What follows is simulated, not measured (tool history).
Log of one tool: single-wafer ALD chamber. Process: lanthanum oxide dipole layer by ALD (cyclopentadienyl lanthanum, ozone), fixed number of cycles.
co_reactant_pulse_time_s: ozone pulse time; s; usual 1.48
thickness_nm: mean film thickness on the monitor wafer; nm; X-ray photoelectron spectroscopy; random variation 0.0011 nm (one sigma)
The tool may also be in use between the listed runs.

run     day  co_reactant_pulse_time_s  read-back reference wafer on the same gauge, thickness_nm  thickness_nm
  1   0.000                      1.48                                                      0.477         0.531
  2   1.267                      1.95                                                      0.478         0.554
  3   2.438                      1.95                                                      0.478         0.556
  4   2.975                      1.95                                                      0.479         0.554
  5   3.579                      1.48                                                      0.479         0.534
  6   4.096                      1.01                                                      0.480         0.442
  7   4.996                      1.48                                                      0.480         0.536
      5.879  -- showerhead replaced
  8   5.904                      1.48                                                      0.481         0.537
      7.158  -- ozone generator serviced
  9   7.179                      1.13                                                      0.482         0.481
 10   8.117                      2.03                                                      0.483         0.563
 11   9.192                      1.02                                                      0.484         0.449
 12   9.767                      1.75                                                      0.485         0.557
     10.008  -- gauge calibrated
 13  10.379                      1.66                                                      0.475         0.540
     11.500  -- thermocouple changed; heater temperature recalibrated
 14  11.658                      1.48                                                      0.475         0.530
 15  12.383                      1.48                                                      0.475         0.530
 16  13.617                      1.12                                                      0.475         0.472
 17  14.479                      1.97                                                      0.476         0.553

What the log doesn't show, run by run:
wafer temperature above the value expected at the setpoint (K): 0 in every run
ozone dose above that of a generator just serviced (%): 0 in every run
H1: gauge reads high (%)
run     H1
  1   0.69
  2  0.831
  3  0.977
  4   1.05
  5   1.13
  6   1.21
  7   1.35
  8    1.5
  9   1.73
 10   1.91
 11   2.12
 12   2.24
 13  0.172
 14  0.186
 15  0.203
 16  0.244
 17  0.283
